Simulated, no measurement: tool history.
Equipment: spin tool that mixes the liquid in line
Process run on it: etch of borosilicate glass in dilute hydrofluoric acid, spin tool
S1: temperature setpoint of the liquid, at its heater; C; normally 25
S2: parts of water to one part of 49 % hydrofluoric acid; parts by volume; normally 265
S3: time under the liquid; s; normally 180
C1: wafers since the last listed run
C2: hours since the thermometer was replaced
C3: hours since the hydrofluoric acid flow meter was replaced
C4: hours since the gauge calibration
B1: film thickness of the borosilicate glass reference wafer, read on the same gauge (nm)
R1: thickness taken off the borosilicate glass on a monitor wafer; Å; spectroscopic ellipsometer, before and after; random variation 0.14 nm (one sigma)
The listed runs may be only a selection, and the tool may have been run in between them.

run,hour,S1,S2,S3,C1,C2,C3,C4,B1,R1
1,0,25,265,120,0,1189.6,1617.5,200.8,130.73,150.5
2,62.1,25,265,120,389,1251.7,1679.6,262.9,130.93,152
3,114.5,25,265,180,329,1304.1,1732,315.3,131.09,226.1
4,156.9,25,265,180,266,1346.5,1774.4,357.7,131.24,229.9
5,206.4,25,265,180,310,1396,1823.9,407.2,131.4,230.5
6,246,21,265,180,248,1435.6,1863.5,446.8,131.53,197.7
7,272.8,25,265,180,168,1462.4,1890.3,473.6,131.57,231.4
8,300.1,25,265,180,171,1489.7,1917.6,500.9,131.7,226.6
9,325.5,25,265,125,159,1515.1,1943,526.3,131.76,159.3
10,360.1,25,265,125,217,1549.7,1977.6,560.9,131.91,158.4
11,398,25,265,125,237,1587.6,2015.5,598.8,131.97,159
12,433,25,265,180,219,1622.6,2050.5,633.8,132.12,230.9
13,499.9,25,315,180,420,1689.5,2117.4,700.7,132.35,184.9
# hour 508.5: thermometer replaced
# hour 514.5: hydrofluoric acid flow meter replaced
14,531.6,22,185,110,186,23.1,17.1,732.4,132.45,196.8
15,599.8,29.5,370,145,428,91.3,85.3,800.6,132.66,138.4
16,660.4,20,365,135,380,151.9,145.9,861.2,132.87,96.6
17,705.7,21.5,160,180,284,197.2,191.2,906.5,132.93,372.8
# hour 780.5: gauge calibrated
18,787.5,27,265,290,513,279,273,7,129.71,386.5
19,827.8,27,225,180,253,319.3,313.3,47.3,129.84,296.4
20,862.5,26.5,170,215,217,354,348,82,129.88,488.4
21,924.4,25,265,180,388,415.9,409.9,143.9,130.08,223.3
22,979.3,23,200,255,344,470.8,464.8,198.8,130.31,422.5
23,1050.7,25,265,130,448,542.2,536.2,270.2,130.51,161.9

Branching from run 23: 5 alternative next runs. What would each branch give?
A,1051.2,25,265,255,3,542.7,536.7,270.7,?,?
B,1051.2,22,390,235,3,542.7,536.7,270.7,?,?
C,1051.2,25,265,145,3,542.7,536.7,270.7,?,?
D,1051.2,22,305,90,3,542.7,536.7,270.7,?,?
E,1051.2,21.5,380,180,3,542.7,536.7,270.7,?,?

run,B1,R1
A,130.56,322.2
B,130.56,161.7
C,130.56,183.2
D,130.56,85.5
E,130.56,126.1
Had the tool no hidden state, the same runs would have come out as:
run,R1
A,320.9
B,161.1
C,182.5
D,85.1
E,125.6
